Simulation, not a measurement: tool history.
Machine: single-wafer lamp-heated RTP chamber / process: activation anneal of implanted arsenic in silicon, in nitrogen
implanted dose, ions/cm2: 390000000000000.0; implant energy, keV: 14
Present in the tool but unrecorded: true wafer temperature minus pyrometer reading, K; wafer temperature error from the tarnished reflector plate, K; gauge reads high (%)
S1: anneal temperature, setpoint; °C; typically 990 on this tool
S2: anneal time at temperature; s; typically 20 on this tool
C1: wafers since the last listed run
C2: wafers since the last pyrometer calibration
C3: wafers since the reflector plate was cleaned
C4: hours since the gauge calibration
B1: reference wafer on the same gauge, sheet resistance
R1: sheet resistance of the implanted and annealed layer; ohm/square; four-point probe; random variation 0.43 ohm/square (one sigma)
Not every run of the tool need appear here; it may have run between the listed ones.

run     day    S1  S2   C1    C2    C3     C4      B1      R1
  1       0   990  20    0   166  3533   22.9   314.2  287.42
  2   1.458   990  20  579   746  4112   57.9  314.04   285.8
  3   2.171   990  20  282  1029  4395     75  313.94   285.4
  4     2.6   990  20  170  1199  4566   85.3  314.03  285.72
  5   3.075   990  12  188  1388  4754   96.7  313.94  287.79
  6   3.667   990  12  234  1623  4989  110.9  313.99  288.23
      4.496  -- pyrometer window cleaned and pyrometer calibrated
      4.654  -- reflector plate cleaned
  7   4.675   990  12  205     7     7  135.1  313.98  289.39
  8   4.688   981  20    4    12    12  135.4  314.02  287.64
  9   5.033   981  20  137   150   150  143.7   314.2  287.28
 10   5.621  1008  20  233   383   383  157.8  314.03  282.69
 11   6.262  1008  20  254   638   638  173.2  313.97   283.5
 12   6.521   990  16  102   741   741  179.4  314.14  286.98
 13     7.2   963  23  269  1010  1010  195.7  314.16  288.39
 14   7.871   990  27  266  1277  1277  211.8  313.96  282.77
      8.496  -- gauge calibrated
      8.671  -- pyrometer window cleaned and pyrometer calibrated
 15   8.692   990  20  193     7  1470    4.7  313.98  286.65
 16   8.862   963  23   67    75  1538    8.8  314.08  288.53
 17   9.188  1019  27  129   204  1667   16.6  314.12  279.75
 18   9.712   968  10  208   413  1876   29.2  314.13  292.09
 19  10.188   980  24  188   601  2064   40.6  313.98  285.84
 20  10.746   968  16  221   823  2286     54   314.1  289.39
 21  11.158  1009  14  163   987  2450   63.9   313.8  285.72
 22  11.658  1011  25  198  1186  2649   75.9  313.99  279.46

Below are 4 alternative next runs, each starting from the tool's condition after run 22. Predict each:
  A  11.675   990  20   6  1192  2655  76.3   ?   ?
  B  11.675   990  29   6  1192  2655  76.3   ?   ?
  C  11.675   978  20   6  1192  2655  76.3   ?   ?
  D  11.675  1002  26   6  1192  2655  76.3   ?   ?

run      B1      R1
  A  314.17   286.4
  B  314.17  283.73
  C  314.17  287.83
  D  314.17  282.46
The same runs, with their run-to-run variation unchanged, on a tool lacking any hidden condition would have given:
run      R1
  A   287.4
  B  285.02
  C  288.67
  D  283.93
